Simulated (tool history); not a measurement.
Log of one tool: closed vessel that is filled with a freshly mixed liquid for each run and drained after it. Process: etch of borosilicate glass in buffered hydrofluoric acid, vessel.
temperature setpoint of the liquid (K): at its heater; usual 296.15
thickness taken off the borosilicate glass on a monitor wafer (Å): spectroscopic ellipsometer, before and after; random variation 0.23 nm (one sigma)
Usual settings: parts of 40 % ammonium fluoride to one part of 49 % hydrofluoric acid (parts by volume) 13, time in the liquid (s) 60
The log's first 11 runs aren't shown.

| run | hour | temperature setpoint of the liquid (K) | parts of 40 % ammonium fluoride to one part of 49 % hydrofluoric acid (parts by volume) | time in the liquid (s) | wafers since the last listed run | hours since the thermometer was replaced | hours since the hydrofluoric acid flow meter was replaced | hours since the gauge calibration | read-back film thickness of the borosilicate glass reference wafer, read on the same gauge (nm) | thickness taken off the borosilicate glass on a monitor wafer (Å) |
|---|---|---|---|---|---|---|---|---|---|---|
| 12 | 274.8 | 296.15 | 13 | 60 | 1683 | 38.9 | 221.9 | 146 | 109.98 | 530.1 |
| 13 | 304.1 | 293.15 | 8.5 | 80 | 2901 | 68.2 | 251.2 | 175.3 | 109.99 | 900.6 |
| 14 | 318.1 | 291.65 | 16.5 | 70 | 1386 | 82.2 | 265.2 | 189.3 | 110.02 | 382.7 |
| 15 | 331.8 | 296.15 | 13 | 60 | 1356 | 95.9 | 278.9 | 203 | 110 | 530.1 |
| 16 | 362 | 296.15 | 13 | 60 | 2990 | 126.1 | 309.1 | 233.2 | 110.02 | 533.3 |
| 17 | 376.3 | 296.15 | 18 | 60 | 1416 | 140.4 | 323.4 | 247.5 | 110.03 | 385.8 |
| 18 | 391.7 | 296.15 | 13 | 60 | 1525 | 155.8 | 338.8 | 262.9 | 109.98 | 535 |
| 19 | 410 | 296.15 | 10.5 | 45 | 1812 | 174.1 | 357.1 | 281.2 | 109.96 | 501.3 |
| 20 | 435.5 | 298.15 | 14.5 | 60 | 2525 | 199.6 | 382.6 | 306.7 | 110.03 | 537.6 |
| 21 | 448.5 | 298.15 | 17.5 | 85 | 1287 | 212.6 | 395.6 | 319.7 | 109.98 | 633.3 |
| 22 | 471.6 | 292.65 | 13 | 40 | 2287 | 235.7 | 418.7 | 342.8 | 110.01 | 296.5 |
| 23 | 527.8 | 292.65 | 11 | 75 | 5565 | 291.9 | 474.9 | 399 | 109.99 | 663.6 |
| 24 | 545.2 | 293.65 | 13 | 35 | 1723 | 309.3 | 492.3 | 416.4 | 109.98 | 276.1 |
| 25 | 574.8 | 299.15 | 16 | 60 | 2931 | 338.9 | 521.9 | 446 | 110.03 | 521.8 |
| 26 | 606.9 | 296.15 | 13 | 60 | 3178 | 371 | 554 | 478.1 | 110 | 548.2 |
| 27 | 627.7 | 296.15 | 13 | 60 | 2059 | 391.8 | 574.8 | 498.9 | 109.99 | 543.1 |
| 28 | 646.5 | 296.15 | 13 | 60 | 1861 | 410.6 | 593.6 | 517.7 | 110.02 | 548.5 |
| 29 | 663.4 | 296.15 | 13 | 60 | 1673 | 427.5 | 610.5 | 534.6 | 109.99 | 547.9 |
| 30 | 686.7 | 300.65 | 15 | 60 | 2307 | 450.8 | 633.8 | 557.9 | 109.96 | 604.1 |
| 31 | 717.5 | 296.15 | 10 | 40 | 3050 | 481.6 | 664.6 | 588.7 | 109.98 | 466.8 |
| 32 | 743.5 | 296.15 | 17 | 80 | 2574 | 507.6 | 690.6 | 614.7 | 110.01 | 562.3 |

Forecast each of these 5 alternatives for the next run:
| A | 744.2 | 296.15 | 13 | 60 | 69 | 508.3 | 691.3 | 615.4 | ? | ? |
| B | 744.2 | 298.65 | 16.5 | 60 | 69 | 508.3 | 691.3 | 615.4 | ? | ? |
| C | 744.2 | 292.15 | 8.5 | 35 | 69 | 508.3 | 691.3 | 615.4 | ? | ? |
| D | 744.2 | 298.15 | 8.5 | 90 | 69 | 508.3 | 691.3 | 615.4 | ? | ? |
| E | 744.2 | 296.15 | 15 | 30 | 69 | 508.3 | 691.3 | 615.4 | ? | ? |

| run | read-back film thickness of the borosilicate glass reference wafer, read on the same gauge (nm) | thickness taken off the borosilicate glass on a monitor wafer (Å) |
|---|---|---|
| A | 109.99 | 549.1 |
| B | 109.99 | 495.8 |
| C | 109.99 | 383.1 |
| D | 109.99 | 1360.9 |
| E | 109.99 | 238.3 |
Without the tool's hidden state the same runs would have given:
| run | thickness taken off the borosilicate glass on a monitor wafer (Å) |
|---|---|
| A | 514.1 |
| B | 464.3 |
| C | 356.5 |
| D | 1267.4 |
| E | 223.1 |
